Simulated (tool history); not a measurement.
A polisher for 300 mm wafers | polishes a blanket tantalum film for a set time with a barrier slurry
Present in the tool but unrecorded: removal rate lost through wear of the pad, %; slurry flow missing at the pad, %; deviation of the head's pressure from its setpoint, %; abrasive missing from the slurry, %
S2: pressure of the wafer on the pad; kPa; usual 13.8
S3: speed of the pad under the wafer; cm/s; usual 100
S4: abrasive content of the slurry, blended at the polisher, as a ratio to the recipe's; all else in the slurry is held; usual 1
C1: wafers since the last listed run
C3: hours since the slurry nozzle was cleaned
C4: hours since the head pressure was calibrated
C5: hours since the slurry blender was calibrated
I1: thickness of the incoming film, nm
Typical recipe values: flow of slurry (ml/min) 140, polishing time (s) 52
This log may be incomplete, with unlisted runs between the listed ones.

{"run": 1, "hour": 0.0, "flow of slurry (ml/min)": 140, "S2": 14.5, "S3": 100, "S4": 1, "polishing time (s)": 52, "C1": 0, "wafers polished on this pad": 729, "C3": 209.4, "C4": 634.5, "C5": 69.7, "I1": 252.8, "film removed (nm)": 75.9}
{"hour": 59.2, "done": "slurry nozzle cleaned"}
{"run": 2, "hour": 67.0, "flow of slurry (ml/min)": 140, "S2": 14.5, "S3": 100, "S4": 1, "polishing time (s)": 52, "C1": 920, "wafers polished on this pad": 1650, "C3": 7.8, "C4": 701.5, "C5": 136.7, "I1": 249.9, "film removed (nm)": 83.1}
{"hour": 121.0, "done": "worn pad replaced by a new one"}
{"run": 3, "hour": 121.6, "flow of slurry (ml/min)": 140, "S2": 13.8, "S3": 100, "S4": 1.2, "polishing time (s)": 52, "C1": 706, "wafers polished on this pad": 8, "C3": 62.4, "C4": 756.1, "C5": 191.3, "I1": 245.8, "film removed (nm)": 84.5}
{"run": 4, "hour": 245.6, "flow of slurry (ml/min)": 140, "S2": 13.8, "S3": 100, "S4": 1.2, "polishing time (s)": 52, "C1": 1730, "wafers polished on this pad": 1738, "C3": 186.4, "C4": 880.1, "C5": 315.3, "I1": 249.4, "film removed (nm)": 79.3}
{"hour": 275.2, "done": "worn pad replaced by a new one"}
{"hour": 286.7, "done": "slurry blender recalibrated"}
{"run": 5, "hour": 313.9, "flow of slurry (ml/min)": 140, "S2": 13.8, "S3": 100, "S4": 1, "polishing time (s)": 52, "C1": 869, "wafers polished on this pad": 511, "C3": 254.7, "C4": 948.4, "C5": 27.2, "I1": 249.9, "film removed (nm)": 69.2}
{"hour": 337.5, "done": "slurry nozzle cleaned"}
{"run": 6, "hour": 376.0, "flow of slurry (ml/min)": 140, "S2": 13.8, "S3": 100, "S4": 1, "polishing time (s)": 52, "C1": 852, "wafers polished on this pad": 1364, "C3": 38.5, "C4": 1010.5, "C5": 89.3, "I1": 245.4, "film removed (nm)": 79.3}
{"run": 7, "hour": 418.2, "flow of slurry (ml/min)": 140, "S2": 13.8, "S3": 100, "S4": 1, "polishing time (s)": 52, "C1": 588, "wafers polished on this pad": 1953, "C3": 80.7, "C4": 1052.7, "C5": 131.5, "I1": 251.4, "film removed (nm)": 78.7}
{"hour": 422.9, "done": "worn pad replaced by a new one"}
{"hour": 490.3, "done": "head pressure recalibrated"}
{"run": 8, "hour": 530.9, "flow of slurry (ml/min)": 140, "S2": 12.4, "S3": 124, "S4": 1, "polishing time (s)": 58, "C1": 1488, "wafers polished on this pad": 1478, "C3": 193.4, "C4": 40.6, "C5": 244.2, "I1": 249.2, "film removed (nm)": 88}

Estimate the outcome of run 9 from the log above:
{"hour": 557.3, "done": "slurry nozzle cleaned"}
{"run": 9, "hour": 565.5, "flow of slurry (ml/min)": 165, "S2": 13.8, "S3": 100, "S4": 0.75, "polishing time (s)": 52, "C1": 468, "wafers polished on this pad": 1947, "C3": 8.2, "C4": 75.2, "C5": 278.8, "I1": 246.1, "film removed (nm)": "?"}

film removed (nm): 72.4
Were there no unlogged condition in the tool, this run, its random variation unchanged, would have produced film removed (nm) 72.5.
